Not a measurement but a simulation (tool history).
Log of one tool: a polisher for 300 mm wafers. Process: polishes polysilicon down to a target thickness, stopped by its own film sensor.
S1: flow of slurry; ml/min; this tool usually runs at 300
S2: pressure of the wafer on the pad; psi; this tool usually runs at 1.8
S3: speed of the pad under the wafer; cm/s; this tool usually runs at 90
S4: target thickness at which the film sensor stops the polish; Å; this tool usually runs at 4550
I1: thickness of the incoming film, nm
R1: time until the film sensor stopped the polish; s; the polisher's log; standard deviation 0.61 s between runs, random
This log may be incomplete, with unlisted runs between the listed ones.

Run 1, hour 0.0: usual settings but S4 5100 Å; I1 850.5. Result: R1 76.7 s.
Run 2, hour 81.2: usual settings but S4 5100 Å; I1 845.6. Result: R1 76.0 s.
Run 3, hour 127.5: usual settings; I1 841.0. Result: R1 87.5 s.
At hour 157.6: head pressure recalibrated.
Run 4, hour 191.6: usual settings but S3 78 cm/s; I1 850.9. Result: R1 93.3 s.
At hour 257.0: worn pad replaced by a new one.
Run 5, hour 281.4: usual settings but S3 78 cm/s; I1 836.8. Result: R1 93.8 s.
Run 6, hour 329.9: usual settings but S3 78 cm/s; I1 853.4. Result: R1 98.0 s.
Run 7, hour 394.5: usual settings; I1 843.3. Result: R1 87.0 s.
Run 8, hour 445.6: usual settings but S3 100 cm/s; I1 834.1. Result: R1 78.1 s.
At hour 455.1: slurry nozzle cleaned.
Run 9, hour 515.2: usual settings; I1 843.1. Result: R1 81.6 s.
At hour 521.0: head pressure recalibrated.
Run 10, hour 567.6: usual settings; I1 855.3. Result: R1 80.0 s.
At hour 604.9: worn pad replaced by a new one.
Run 11, hour 643.7: usual settings; I1 850.7. Result: R1 83.4 s.
Run 12, hour 702.0: usual settings but S2 1.7 psi; I1 841.2. Result: R1 86.2 s.
Run 13, hour 806.4: usual settings but S2 1.7 psi; I1 833.7. Result: R1 88.1 s.
Run 14, hour 862.6: usual settings; I1 840.4. Result: R1 87.3 s.
Run 15, hour 903.9: usual settings; I1 832.8. Result: R1 86.5 s.
Run 16, hour 952.7: usual settings but S2 2.2 psi, S3 72 cm/s, S4 4030 Å; I1 847.3. Result: R1 105.5 s.
At hour 958.2: head pressure recalibrated.
Run 17, hour 1010.4: usual settings but S1 240 ml/min; I1 851.8. Result: R1 90.5 s.
At hour 1020.0: worn pad replaced by a new one.
Run 18, hour 1105.8: usual settings but S1 240 ml/min, S2 2.0 psi, S3 70 cm/s, S4 5600 Å; I1 835.2. Result: R1 75.2 s.
Run 19, hour 1189.7: usual settings but S1 235 ml/min, S4 3310 Å; I1 824.5. Result: R1 121.0 s.
Run 20, hour 1246.3: usual settings but S1 260 ml/min, S2 2.2 psi; I1 845.4. Result: R1 80.7 s.
At hour 1302.3: head pressure recalibrated.
Run 21, hour 1304.0: usual settings but S2 2.2 psi, S4 5460 Å; I1 843.2. Result: R1 54.0 s.
At hour 1308.6: slurry nozzle cleaned.
At hour 1367.6: worn pad replaced by a new one.
Run 22, hour 1377.7: usual settings but S2 1.5 psi, S4 5700 Å; I1 834.7. Result: R1 58.5 s.
Run 23, hour 1472.0: usual settings but S2 1.3 psi, S4 4960 Å; I1 841.5. Result: R1 88.5 s.
Run 24, hour 1551.9: usual settings; I1 823.6. Result: R1 77.6 s.
Run 25, hour 1592.1: usual settings but S1 240 ml/min, S2 2.1 psi, S3 118 cm/s, S4 3660 Å; I1 850.6. Result: R1 77.5 s.
Run 26, hour 1649.0: usual settings but S1 240 ml/min, S2 2.1 psi, S3 118 cm/s, S4 3660 Å; I1 845.4. Result: R1 76.5 s.
At hour 1730.4: head pressure recalibrated.
Run 27, hour 1737.0: usual settings but S2 2.1 psi, S4 5320 Å; I1 844.9. Result: R1 57.1 s.
At hour 1791.3: worn pad replaced by a new one.
Run 28, hour 1811.4: usual settings; I1 852.7. Result: R1 83.6 s.
Run 29, hour 1887.7: usual settings but S1 385 ml/min, S2 1.5 psi, S3 112 cm/s, S4 3580 Å; I1 834.2. Result: R1 92.7 s.
Run 30, hour 1967.4: usual settings but S1 215 ml/min, S2 1.4 psi, S3 110 cm/s, S4 4160 Å; I1 850.0. Result: R1 100.5 s.

The logged runs with the hidden state left out (each run's random variation unchanged):
The hidden state here: removal rate lost through wear of the pad, %; slurry flow missing at the pad, %; deviation of the head's pressure from its setpoint, %.
run    R1
  1  65.7
  2  64.3
  3  73.6
  4  84.6
  5  81.9
  6  84.5
  7  74.1
  8  66.1
  9  73.1
 10  75.1
 11  74.9
 12  75.6
 13  75.0
 14  73.5
 15  72.3
 16  87.6
 17  77.0
 18  61.5
 19  96.8
 20  65.0
 21  48.5
 22  56.5
 23  82.0
 24  70.2
 25  68.7
 26  66.9
 27  54.0
 28  75.8
 29  83.3
 30  84.6
